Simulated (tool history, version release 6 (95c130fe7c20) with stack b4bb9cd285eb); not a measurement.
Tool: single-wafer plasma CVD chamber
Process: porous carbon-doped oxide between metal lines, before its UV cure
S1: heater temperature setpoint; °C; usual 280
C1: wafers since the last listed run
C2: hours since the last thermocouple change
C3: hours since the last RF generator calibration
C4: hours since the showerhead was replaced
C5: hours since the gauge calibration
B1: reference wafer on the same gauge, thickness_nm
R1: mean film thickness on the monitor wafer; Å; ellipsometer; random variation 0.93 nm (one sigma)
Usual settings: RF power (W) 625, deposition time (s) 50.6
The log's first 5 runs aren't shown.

{"run": 6, "day": 4.233, "S1": 280, "RF power (W)": 625, "deposition time (s)": 50.6, "C1": 228, "C2": 2792.4, "C3": 1425.3, "C4": 2429.1, "C5": 264.1, "B1": 302.937, "R1": 3611.95}
{"run": 7, "day": 4.908, "S1": 280, "RF power (W)": 625, "deposition time (s)": 50.6, "C1": 225, "C2": 2808.6, "C3": 1441.5, "C4": 2445.3, "C5": 280.3, "B1": 303.029, "R1": 3633.86}
{"run": 8, "day": 5.883, "S1": 280, "RF power (W)": 625, "deposition time (s)": 50.6, "C1": 325, "C2": 2832.0, "C3": 1464.9, "C4": 2468.7, "C5": 303.7, "B1": 302.88, "R1": 3613.84}
{"day": 6.279, "done": "thermocouple changed; heater temperature recalibrated"}
{"run": 9, "day": 6.417, "S1": 280, "RF power (W)": 625, "deposition time (s)": 50.6, "C1": 66, "C2": 3.3, "C3": 1477.7, "C4": 2481.5, "C5": 316.5, "B1": 303.106, "R1": 3613.35}
{"run": 10, "day": 7.312, "S1": 280, "RF power (W)": 625, "deposition time (s)": 50.6, "C1": 298, "C2": 24.8, "C3": 1499.2, "C4": 2503.0, "C5": 338.0, "B1": 303.159, "R1": 3617.47}
{"run": 11, "day": 8.738, "S1": 280, "RF power (W)": 625, "deposition time (s)": 50.6, "C1": 475, "C2": 59.0, "C3": 1533.4, "C4": 2537.2, "C5": 372.2, "B1": 302.943, "R1": 3623.16}
{"day": 9.708, "done": "RF generator calibrated"}
{"run": 12, "day": 9.729, "S1": 280, "RF power (W)": 625, "deposition time (s)": 50.6, "C1": 219, "C2": 82.8, "C3": 0.5, "C4": 2561.0, "C5": 396.0, "B1": 303.148, "R1": 3633.4}
{"run": 13, "day": 10.796, "S1": 280, "RF power (W)": 625, "deposition time (s)": 50.6, "C1": 356, "C2": 108.4, "C3": 26.1, "C4": 2586.6, "C5": 421.6, "B1": 302.883, "R1": 3628.76}
{"day": 11.812, "done": "showerhead replaced"}
{"run": 14, "day": 11.833, "S1": 273, "RF power (W)": 625, "deposition time (s)": 50.6, "C1": 235, "C2": 133.3, "C3": 51.0, "C4": 0.5, "C5": 446.5, "B1": 302.953, "R1": 3798.11}
{"run": 15, "day": 12.508, "S1": 280, "RF power (W)": 625, "deposition time (s)": 50.6, "C1": 225, "C2": 149.5, "C3": 67.2, "C4": 16.7, "C5": 462.7, "B1": 302.914, "R1": 3617.93}
{"run": 16, "day": 13.096, "S1": 280, "RF power (W)": 585, "deposition time (s)": 50.6, "C1": 196, "C2": 163.6, "C3": 81.3, "C4": 30.8, "C5": 476.8, "B1": 302.831, "R1": 3461.05}
{"day": 13.375, "done": "gauge calibrated"}
{"run": 17, "day": 14.212, "S1": 289, "RF power (W)": 515, "deposition time (s)": 40.6, "C1": 372, "C2": 190.4, "C3": 108.1, "C4": 57.6, "C5": 20.1, "B1": 302.877, "R1": 2381.79}
{"run": 18, "day": 15.058, "S1": 280, "RF power (W)": 625, "deposition time (s)": 50.6, "C1": 282, "C2": 210.7, "C3": 128.4, "C4": 77.9, "C5": 40.4, "B1": 303.009, "R1": 3617.28}
{"run": 19, "day": 16.1, "S1": 284, "RF power (W)": 625, "deposition time (s)": 40.8, "C1": 347, "C2": 235.7, "C3": 153.4, "C4": 102.9, "C5": 65.4, "B1": 302.811, "R1": 2848.11}
{"run": 20, "day": 16.6, "S1": 280, "RF power (W)": 625, "deposition time (s)": 50.6, "C1": 166, "C2": 247.7, "C3": 165.4, "C4": 114.9, "C5": 77.4, "B1": 303.103, "R1": 3636.26}
{"run": 21, "day": 17.342, "S1": 288, "RF power (W)": 625, "deposition time (s)": 55.7, "C1": 247, "C2": 265.5, "C3": 183.2, "C4": 132.7, "C5": 95.2, "B1": 302.816, "R1": 3769.64}

The next listed run, before its measurement:
{"run": 22, "day": 18.4, "S1": 271, "RF power (W)": 520, "deposition time (s)": 42.4, "C1": 353, "C2": 290.9, "C3": 208.6, "C4": 158.1, "C5": 120.6, "B1": "?", "R1": "?"}

Run 22 gave B1 302.866, R1 2854.75 Å.
Without the tool's hidden state the same run would have given R1 2854.75 Å.
